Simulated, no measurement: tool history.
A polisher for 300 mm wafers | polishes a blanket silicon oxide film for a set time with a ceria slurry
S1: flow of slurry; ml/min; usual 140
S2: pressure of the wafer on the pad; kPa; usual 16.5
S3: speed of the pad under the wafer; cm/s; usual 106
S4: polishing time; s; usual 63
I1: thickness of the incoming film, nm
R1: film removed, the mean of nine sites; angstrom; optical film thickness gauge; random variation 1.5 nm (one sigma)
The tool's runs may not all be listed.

{"run": 1, "hour": 0.0, "S1": 140, "S2": 16.5, "S3": 106, "S4": 63, "I1": 933.3, "R1": 1969}
{"run": 2, "hour": 6.7, "S1": 140, "S2": 16.5, "S3": 106, "S4": 63, "I1": 941.6, "R1": 1951}
{"run": 3, "hour": 22.8, "S1": 140, "S2": 16.5, "S3": 106, "S4": 63, "I1": 930.3, "R1": 1946}
{"run": 4, "hour": 29.4, "S1": 140, "S2": 16.5, "S3": 106, "S4": 63, "I1": 934.9, "R1": 1959}
{"run": 5, "hour": 44.7, "S1": 140, "S2": 16.5, "S3": 106, "S4": 63, "I1": 944.7, "R1": 1939}
{"run": 6, "hour": 59.3, "S1": 140, "S2": 15.2, "S3": 106, "S4": 63, "I1": 957.7, "R1": 1803}
{"run": 7, "hour": 67.0, "S1": 140, "S2": 16.5, "S3": 106, "S4": 63, "I1": 925.0, "R1": 1941}
{"hour": 79.4, "done": "worn pad replaced by a new one"}
{"run": 8, "hour": 82.2, "S1": 140, "S2": 16.5, "S3": 106, "S4": 63, "I1": 939.8, "R1": 1884}
{"run": 9, "hour": 98.6, "S1": 140, "S2": 16.5, "S3": 106, "S4": 63, "I1": 943.5, "R1": 1903}
{"run": 10, "hour": 113.0, "S1": 140, "S2": 16.5, "S3": 106, "S4": 63, "I1": 939.7, "R1": 1886}
{"run": 11, "hour": 125.8, "S1": 140, "S2": 16.5, "S3": 106, "S4": 63, "I1": 953.4, "R1": 1871}
{"run": 12, "hour": 143.1, "S1": 140, "S2": 16.5, "S3": 106, "S4": 54, "I1": 929.6, "R1": 1596}
{"run": 13, "hour": 155.2, "S1": 140, "S2": 16.5, "S3": 96, "S4": 63, "I1": 932.0, "R1": 1736}
{"hour": 169.9, "done": "head pressure recalibrated"}
{"run": 14, "hour": 170.4, "S1": 140, "S2": 16.5, "S3": 96, "S4": 63, "I1": 927.0, "R1": 1721}
{"hour": 172.0, "done": "slurry nozzle cleaned"}
{"run": 15, "hour": 177.4, "S1": 140, "S2": 16.5, "S3": 96, "S4": 63, "I1": 928.4, "R1": 1906}
{"run": 16, "hour": 191.1, "S1": 140, "S2": 16.5, "S3": 106, "S4": 63, "I1": 953.4, "R1": 2005}
{"run": 17, "hour": 198.5, "S1": 140, "S2": 17.9, "S3": 106, "S4": 63, "I1": 941.7, "R1": 2133}
{"hour": 209.2, "done": "worn pad replaced by a new one"}
{"run": 18, "hour": 232.7, "S1": 110, "S2": 14.5, "S3": 86, "S4": 72, "I1": 935.1, "R1": 1775}
{"run": 19, "hour": 240.3, "S1": 120, "S2": 16.5, "S3": 106, "S4": 51, "I1": 931.8, "R1": 1580}
{"run": 20, "hour": 250.6, "S1": 120, "S2": 11.0, "S3": 142, "S4": 75, "I1": 951.9, "R1": 2046}
{"run": 21, "hour": 257.1, "S1": 140, "S2": 16.5, "S3": 124, "S4": 82, "I1": 933.5, "R1": 2892}
{"run": 22, "hour": 270.4, "S1": 140, "S2": 20.0, "S3": 106, "S4": 85, "I1": 944.4, "R1": 3144}
{"run": 23, "hour": 278.0, "S1": 140, "S2": 16.5, "S3": 106, "S4": 63, "I1": 935.7, "R1": 2008}
{"run": 24, "hour": 292.0, "S1": 140, "S2": 16.5, "S3": 106, "S4": 63, "I1": 940.9, "R1": 1990}
{"run": 25, "hour": 309.3, "S1": 140, "S2": 16.5, "S3": 106, "S4": 63, "I1": 952.9, "R1": 1976}
{"run": 26, "hour": 323.2, "S1": 100, "S2": 19.3, "S3": 106, "S4": 63, "I1": 928.8, "R1": 2144}
{"run": 27, "hour": 330.5, "S1": 125, "S2": 17.9, "S3": 130, "S4": 70, "I1": 957.8, "R1": 2625}
{"hour": 342.8, "done": "worn pad replaced by a new one"}
{"run": 28, "hour": 344.5, "S1": 165, "S2": 14.5, "S3": 88, "S4": 46, "I1": 957.3, "R1": 1173}
{"run": 29, "hour": 357.6, "S1": 125, "S2": 16.5, "S3": 96, "S4": 63, "I1": 922.2, "R1": 1828}
{"run": 30, "hour": 366.7, "S1": 170, "S2": 20.0, "S3": 84, "S4": 78, "I1": 944.3, "R1": 2547}
{"run": 31, "hour": 384.0, "S1": 140, "S2": 16.5, "S3": 106, "S4": 63, "I1": 935.0, "R1": 1961}
{"run": 32, "hour": 395.2, "S1": 140, "S2": 16.5, "S3": 106, "S4": 54, "I1": 945.2, "R1": 1669}

4 ways to go on from here, each from the tool as it stands after run 32. What would each give?
{"run": "A", "hour": 395.6, "S1": 140, "S2": 16.5, "S3": 106, "S4": 63, "I1": 945.1, "R1": "?"}
{"run": "B", "hour": 395.6, "S1": 140, "S2": 16.5, "S3": 106, "S4": 53, "I1": 945.1, "R1": "?"}
{"run": "C", "hour": 395.6, "S1": 100, "S2": 19.3, "S3": 78, "S4": 84, "I1": 945.1, "R1": "?"}
{"run": "D", "hour": 395.6, "S1": 190, "S2": 16.5, "S3": 106, "S4": 72, "I1": 945.1, "R1": "?"}

run=A R1=1941
run=B R1=1633
run=C R1=2348
run=D R1=2310
Without the tool's hidden state the same runs would have given:
run=A R1=2000
run=B R1=1683
run=C R1=2435
run=D R1=2368
